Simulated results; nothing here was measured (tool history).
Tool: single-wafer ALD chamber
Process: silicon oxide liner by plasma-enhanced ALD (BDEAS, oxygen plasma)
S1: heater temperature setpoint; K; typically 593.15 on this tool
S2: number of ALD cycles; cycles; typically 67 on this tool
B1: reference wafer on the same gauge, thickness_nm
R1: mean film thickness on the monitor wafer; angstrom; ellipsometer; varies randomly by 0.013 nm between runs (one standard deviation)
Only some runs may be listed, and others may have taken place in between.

{"run": 1, "hour": 0.0, "S1": 593.15, "S2": 67, "B1": 5.93, "R1": 61.14}
{"run": 2, "hour": 21.2, "S1": 593.15, "S2": 67, "B1": 5.93, "R1": 61.24}
{"run": 3, "hour": 69.1, "S1": 593.15, "S2": 67, "B1": 5.927, "R1": 61.07}
{"run": 4, "hour": 99.1, "S1": 593.15, "S2": 63, "B1": 5.93, "R1": 57.69}
{"run": 5, "hour": 117.1, "S1": 593.15, "S2": 63, "B1": 5.929, "R1": 57.47}
{"run": 6, "hour": 175.4, "S1": 593.15, "S2": 67, "B1": 5.929, "R1": 61.31}
{"run": 7, "hour": 209.0, "S1": 593.15, "S2": 67, "B1": 5.93, "R1": 61.42}
{"run": 8, "hour": 230.0, "S1": 593.15, "S2": 67, "B1": 5.93, "R1": 61.26}
{"run": 9, "hour": 242.2, "S1": 593.15, "S2": 67, "B1": 5.929, "R1": 61.07}
{"run": 10, "hour": 272.0, "S1": 601.15, "S2": 67, "B1": 5.932, "R1": 60.35}
{"run": 11, "hour": 302.4, "S1": 593.15, "S2": 76, "B1": 5.93, "R1": 69.27}
{"run": 12, "hour": 326.1, "S1": 593.15, "S2": 76, "B1": 5.932, "R1": 69.5}
{"run": 13, "hour": 360.5, "S1": 593.15, "S2": 76, "B1": 5.928, "R1": 69.24}
{"run": 14, "hour": 395.6, "S1": 593.15, "S2": 59, "B1": 5.932, "R1": 53.78}
{"run": 15, "hour": 422.4, "S1": 593.15, "S2": 67, "B1": 5.931, "R1": 61.22}
{"run": 16, "hour": 450.6, "S1": 593.15, "S2": 67, "B1": 5.93, "R1": 61.23}
{"run": 17, "hour": 471.8, "S1": 593.15, "S2": 67, "B1": 5.93, "R1": 61.08}
{"run": 18, "hour": 507.2, "S1": 593.15, "S2": 58, "B1": 5.93, "R1": 52.85}
{"run": 19, "hour": 519.5, "S1": 593.15, "S2": 58, "B1": 5.932, "R1": 53.02}
{"run": 20, "hour": 554.2, "S1": 593.15, "S2": 58, "B1": 5.929, "R1": 52.98}
{"run": 21, "hour": 569.9, "S1": 593.15, "S2": 67, "B1": 5.93, "R1": 61.01}
{"run": 22, "hour": 610.1, "S1": 593.15, "S2": 67, "B1": 5.929, "R1": 61.3}
{"run": 23, "hour": 644.2, "S1": 593.15, "S2": 67, "B1": 5.928, "R1": 61.25}
{"run": 24, "hour": 677.1, "S1": 593.15, "S2": 67, "B1": 5.93, "R1": 61.17}
{"run": 25, "hour": 741.0, "S1": 600.15, "S2": 67, "B1": 5.933, "R1": 60.62}
{"run": 26, "hour": 762.0, "S1": 593.15, "S2": 63, "B1": 5.93, "R1": 57.35}
{"run": 27, "hour": 859.5, "S1": 593.15, "S2": 80, "B1": 5.931, "R1": 73.0}
{"run": 28, "hour": 880.3, "S1": 605.15, "S2": 67, "B1": 5.927, "R1": 59.89}
{"run": 29, "hour": 903.8, "S1": 599.15, "S2": 60, "B1": 5.929, "R1": 54.05}
{"run": 30, "hour": 921.1, "S1": 607.15, "S2": 55, "B1": 5.93, "R1": 49.05}
{"run": 31, "hour": 939.1, "S1": 608.15, "S2": 77, "B1": 5.932, "R1": 68.72}
{"run": 32, "hour": 965.9, "S1": 579.15, "S2": 63, "B1": 5.931, "R1": 58.82}
{"run": 33, "hour": 981.3, "S1": 593.15, "S2": 67, "B1": 5.93, "R1": 61.24}
{"run": 34, "hour": 1000.2, "S1": 602.15, "S2": 73, "B1": 5.93, "R1": 65.75}
{"run": 35, "hour": 1022.2, "S1": 607.15, "S2": 67, "B1": 5.931, "R1": 59.92}
{"run": 36, "hour": 1041.9, "S1": 593.15, "S2": 67, "B1": 5.93, "R1": 61.16}
{"run": 37, "hour": 1067.1, "S1": 600.15, "S2": 72, "B1": 5.928, "R1": 64.89}
{"run": 38, "hour": 1085.2, "S1": 586.15, "S2": 59, "B1": 5.934, "R1": 54.43}
{"run": 39, "hour": 1109.2, "S1": 593.15, "S2": 67, "B1": 5.931, "R1": 61.11}
{"run": 40, "hour": 1138.0, "S1": 588.15, "S2": 76, "B1": 5.932, "R1": 70.05}
{"run": 41, "hour": 1165.0, "S1": 593.15, "S2": 67, "B1": 5.93, "R1": 61.08}
{"run": 42, "hour": 1196.9, "S1": 593.15, "S2": 67, "B1": 5.929, "R1": 61.36}
{"run": 43, "hour": 1222.4, "S1": 593.15, "S2": 67, "B1": 5.931, "R1": 60.99}
{"run": 44, "hour": 1239.5, "S1": 580.15, "S2": 78, "B1": 5.932, "R1": 72.66}
{"run": 45, "hour": 1257.5, "S1": 581.15, "S2": 59, "B1": 5.932, "R1": 54.75}
{"run": 46, "hour": 1287.0, "S1": 593.15, "S2": 67, "B1": 5.932, "R1": 60.98}
{"run": 47, "hour": 1304.7, "S1": 593.15, "S2": 72, "B1": 5.933, "R1": 65.78}

Not shown here: 2 entries made in the log between runs. Locate each between two listed runs and compare the hidden state at the listed run before it with the hidden state at the listed run after it:
After run 23, before run 24: thermocouple changed; heater temperature recalibrated (hour 676.6)
  no difference in the tool's unlogged condition between these two runs
After run 26, before run 27: gauge calibrated (hour 828.4)
  no difference in the tool's unlogged condition between these two runs

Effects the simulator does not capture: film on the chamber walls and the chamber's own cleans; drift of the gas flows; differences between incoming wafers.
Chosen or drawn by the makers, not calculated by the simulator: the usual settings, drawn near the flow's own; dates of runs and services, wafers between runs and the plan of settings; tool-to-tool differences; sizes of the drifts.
